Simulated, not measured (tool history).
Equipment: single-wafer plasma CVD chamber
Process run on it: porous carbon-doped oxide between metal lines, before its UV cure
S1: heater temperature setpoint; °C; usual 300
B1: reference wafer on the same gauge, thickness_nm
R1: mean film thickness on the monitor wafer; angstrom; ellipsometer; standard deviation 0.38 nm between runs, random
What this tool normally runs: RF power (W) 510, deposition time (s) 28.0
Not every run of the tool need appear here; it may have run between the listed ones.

Run 1, hour 0.0: usual settings but RF power (W) 545; B1 174.151. Result: R1 1680.43 angstrom.
Run 2, hour 82.7: usual settings but RF power (W) 545; B1 174.041. Result: R1 1679.62 angstrom.
Run 3, hour 127.0: usual settings; B1 174.006. Result: R1 1592.06 angstrom.
Run 4, hour 225.4: usual settings; B1 173.982. Result: R1 1623.42 angstrom.
Run 5, hour 277.1: usual settings; B1 173.981. Result: R1 1637.28 angstrom.
Run 6, hour 340.8: usual settings; B1 174.063. Result: R1 1626.72 angstrom.
Run 7, hour 448.5: usual settings; B1 174.006. Result: R1 1627.68 angstrom.
Run 8, hour 494.7: usual settings; B1 174.048. Result: R1 1620.95 angstrom.
Run 9, hour 581.0: usual settings; B1 173.956. Result: R1 1619.56 angstrom.
Run 10, hour 856.8: usual settings; B1 174.040. Result: R1 1623.18 angstrom.
Run 11, hour 927.2: usual settings; B1 173.958. Result: R1 1612.20 angstrom.
Run 12, hour 987.4: usual settings but RF power (W) 445; B1 174.085. Result: R1 1441.19 angstrom.
Run 13, hour 1027.3: usual settings but S1 290 °C, deposition time (s) 23.1; B1 174.072. Result: R1 1411.46 angstrom.
Run 14, hour 1127.6: usual settings but S1 294 °C, RF power (W) 545, deposition time (s) 25.8; B1 174.035. Result: R1 1616.61 angstrom.
Run 15, hour 1217.9: usual settings but S1 293 °C, RF power (W) 540, deposition time (s) 31.1; B1 174.018. Result: R1 1933.47 angstrom.
Run 16, hour 1307.7: usual settings but S1 306 °C, deposition time (s) 32.0; B1 173.882. Result: R1 1785.26 angstrom.
Run 17, hour 1542.9: usual settings but S1 311 °C, deposition time (s) 29.8; B1 173.949. Result: R1 1615.36 angstrom.
Run 18, hour 1611.8: usual settings; B1 173.987. Result: R1 1608.59 angstrom.
Run 19, hour 1673.5: usual settings but deposition time (s) 23.2; B1 173.957. Result: R1 1337.58 angstrom.
Run 20, hour 1738.9: usual settings; B1 174.000. Result: R1 1599.59 angstrom.
Run 21, hour 1793.7: usual settings; B1 174.120. Result: R1 1605.66 angstrom.
Run 22, hour 1831.3: usual settings but S1 305 °C, RF power (W) 415, deposition time (s) 32.4; B1 174.064. Result: R1 1498.25 angstrom.
Run 23, hour 1881.7: usual settings but S1 294 °C, RF power (W) 585, deposition time (s) 26.3; B1 173.978. Result: R1 1723.70 angstrom.
Run 24, hour 1948.0: usual settings but S1 314 °C, RF power (W) 445, deposition time (s) 25.9; B1 174.041. Result: R1 1239.99 angstrom.
Run 25, hour 2242.3: usual settings but deposition time (s) 23.5; B1 173.934. Result: R1 1348.11 angstrom.
Run 26, hour 2335.7: usual settings but S1 306 °C, RF power (W) 435; B1 174.020. Result: R1 1343.32 angstrom.
Run 27, hour 2405.6: usual settings but RF power (W) 485; B1 174.052. Result: R1 1536.99 angstrom.
Run 28, hour 2480.6: usual settings but deposition time (s) 26.2; B1 173.970. Result: R1 1493.90 angstrom.
Run 29, hour 2581.3: usual settings but S1 288 °C; B1 174.001. Result: R1 1692.82 angstrom.
Run 30, hour 2621.6: usual settings; B1 173.984. Result: R1 1592.55 angstrom.
Run 31, hour 2727.9: usual settings; B1 173.942. Result: R1 1630.89 angstrom.
Run 32, hour 2835.9: usual settings; B1 174.080. Result: R1 1628.95 angstrom.
Run 33, hour 2939.4: usual settings; B1 173.902. Result: R1 1627.62 angstrom.

Taken out of this log: 8 entries between the listed runs. Where each belongs, and how the hidden state differs across it:
Between runs 3 and 4: RF generator calibrated (hour 224.9)
  delivered RF power above the setpoint (%): -2.87 -> -0.197
  the result without the hidden state subtracted from the measured one, R1: -37.09 -> -2.51 angstrom
Between runs 6 and 7: thermocouple changed; heater temperature recalibrated (hour 362.8)
  delivered RF power above the setpoint (%): -0.343 -> -0.479
  the result without the hidden state subtracted from the measured one, R1: -4.39 -> -6.13 angstrom
Between runs 13 and 14: showerhead replaced (hour 1077.3)
  delivered RF power above the setpoint (%): -1.21 -> -1.34
  the result without the hidden state subtracted from the measured one, R1: -13.54 -> -17.11 angstrom
Between runs 14 and 15: thermocouple changed; heater temperature recalibrated (hour 1158.4)
  delivered RF power above the setpoint (%): -1.34 -> -1.45
  the result without the hidden state subtracted from the measured one, R1: -17.11 -> -22.29 angstrom
Between runs 16 and 17: gauge calibrated (hour 1428.4)
  delivered RF power above the setpoint (%): -1.57 -> -1.86
  the result without the hidden state subtracted from the measured one, R1: -22.23 -> -24.04 angstrom
Between runs 24 and 25: thermocouple changed; heater temperature recalibrated (hour 2047.1)
  delivered RF power above the setpoint (%): -2.37 -> -2.75
  the result without the hidden state subtracted from the measured one, R1: -27.62 -> -29.99 angstrom
Between runs 30 and 31: RF generator calibrated (hour 2655.8)
  delivered RF power above the setpoint (%): -3.23 -> -0.205
  the result without the hidden state subtracted from the measured one, R1: -41.87 -> -2.62 angstrom
Between runs 32 and 33: thermocouple changed; heater temperature recalibrated (hour 2920.8)
  delivered RF power above the setpoint (%): -0.342 -> -0.473
  the result without the hidden state subtracted from the measured one, R1: -4.38 -> -6.05 angstrom

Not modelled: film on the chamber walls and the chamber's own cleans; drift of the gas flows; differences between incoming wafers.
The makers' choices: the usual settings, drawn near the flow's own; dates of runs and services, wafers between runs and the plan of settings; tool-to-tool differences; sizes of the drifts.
